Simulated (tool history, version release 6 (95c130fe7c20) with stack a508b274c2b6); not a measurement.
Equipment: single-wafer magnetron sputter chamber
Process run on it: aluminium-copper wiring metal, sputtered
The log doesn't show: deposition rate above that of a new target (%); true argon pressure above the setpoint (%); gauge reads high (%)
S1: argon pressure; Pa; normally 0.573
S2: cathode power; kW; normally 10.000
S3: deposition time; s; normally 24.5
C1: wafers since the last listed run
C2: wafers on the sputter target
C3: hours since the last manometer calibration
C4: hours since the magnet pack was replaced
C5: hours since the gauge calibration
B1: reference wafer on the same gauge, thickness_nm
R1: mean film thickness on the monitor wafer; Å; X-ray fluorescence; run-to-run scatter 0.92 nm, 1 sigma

run   hour     S1      S2    S3   C1    C2      C3      C4     C5       B1       R1
  1    0.0  0.573  10.000  24.5    0  6925  1999.5  9537.3   91.9  457.048  3910.25
       4.7  -- sputter target and shields replaced
  2   14.8  0.573  10.000  24.5  249   249  2014.3  9552.1  106.7  456.877  3991.76
  3   25.8  0.573  10.000  24.5  271   520  2025.3  9563.1  117.7  456.929  3976.68
  4   37.9  0.573  10.000  26.6  298   819  2037.4  9575.2  129.8  456.874  4314.93
  5   50.0  0.413  10.000  24.5  298  1118  2049.5  9587.3  141.9  457.077  4316.73
  6   62.5  0.413  10.000  24.5  308  1426  2062.0  9599.8  154.4  456.971  4293.64
  7   78.7  0.573  10.000  24.5  399  1826  2078.2  9616.0  170.6  457.024  3935.36
  8   90.9  0.573  10.000  24.5  301  2127  2090.4  9628.2  182.8  456.963  3937.64
  9   97.8  0.573  10.000  24.5  170  2298  2097.3  9635.1  189.7  456.913  3922.10
 10  113.6  0.573  10.000  22.0  390  2688  2113.1  9650.9  205.5  457.005  3511.45
 11  127.4  0.573  10.000  22.0  340  3028  2126.9  9664.7  219.3  457.068  3514.46
     142.0  -- magnet pack replaced
     143.1  -- gauge calibrated
 12  144.4  0.573  10.000  22.0  222  3250  2143.9     2.4    1.3  456.919  3540.56
 13  157.2  0.632   9.150  24.5  315  3566  2156.7    15.2   14.1  456.983  3517.45
 14  166.3  0.632   9.150  24.5  224  3791  2165.8    24.3   23.2  456.989  3519.99
 15  172.7  0.632   9.150  24.5  157  3949  2172.2    30.7   29.6  456.995  3513.86
 16  187.2  0.573  10.000  24.5  357  4307  2186.7    45.2   44.1  456.857  3896.45
 17  202.1  0.785   9.200  28.5  367  4675  2201.6    60.1   59.0  456.967  3776.77
 18  211.5  0.403  11.400  21.9  232  4907  2211.0    69.5   68.4  457.152  4308.20
 19  218.9  0.797   8.200  28.4  182  5089  2218.4    76.9   75.8  456.995  3371.28
 20  230.1  0.573  10.000  22.5  276  5366  2229.6    88.1   87.0  456.995  3585.04
     245.0  -- capacitance manometer re-zeroed and calibrated
 21  246.5  0.441  11.350  22.1  207  5573     1.5   104.5  103.4  456.959  4241.06
 22  274.7  0.573  10.000  24.5  696  6269    29.7   132.7  131.6  456.871  3899.31
 23  292.4  0.573   8.000  22.0  436  6706    47.4   150.4  149.3  456.993  2880.37
 24  307.6  0.461  10.000  24.5  375  7081    62.6   165.6  164.5  456.890  4143.24
 25  313.9  0.669  11.150  26.6  155  7237    68.9   171.9  170.8  456.935  4442.64
     324.9  -- sputter target and shields replaced
 26  325.3  0.412  12.150  24.5   83     8    80.3   183.3  182.2  457.083  5214.72
 27  332.4  0.573  10.000  24.5  175   184    87.4   190.4  189.3  456.735  4009.92
 28  349.9  0.573  11.150  24.5  431   616   104.9   207.9  206.8  457.083  4408.65
 29  359.7  0.573  10.000  24.5  241   858   114.7   217.7  216.6  456.805  3983.49
     370.7  -- gauge calibrated
 30  371.2  0.633   8.000  29.0  283  1141   126.2   229.2    0.5  456.992  3732.44
 31  378.4  0.417  10.000  26.8  177  1319   133.4   236.4    7.7  456.975  4738.48
 32  395.5  0.573   7.700  28.6  422  1741   150.5   253.5   24.8  456.916  3673.76
 33  410.6  0.442   7.800  26.1  372  2114   165.6   268.6   39.9  456.971  3639.58

Exercise: give the hidden state of the tool at every run:
true argon pressure above the setpoint (%): 0 at every run
gauge reads high (%): 0 at every run
H1: deposition rate above that of a new target (%)
run       H1
  1    -2.83
  2   -0.471
  3   -0.722
  4   -0.972
  5     -1.2
  6     -1.4
  7    -1.64
  8     -1.8
  9    -1.88
 10    -2.05
 11    -2.18
 12    -2.32
 13    -2.41
 14    -2.47
 15    -2.51
 16    -2.59
 17    -2.66
 18     -2.7
 19    -2.73
 20    -2.78
 21    -2.83
 22    -2.91
 23    -2.95
 24    -2.98
 25    -2.99
 26  -0.0947
 27   -0.275
 28   -0.673
 29   -0.871
 30    -1.08
 31     -1.2
 32    -1.46
 33    -1.66
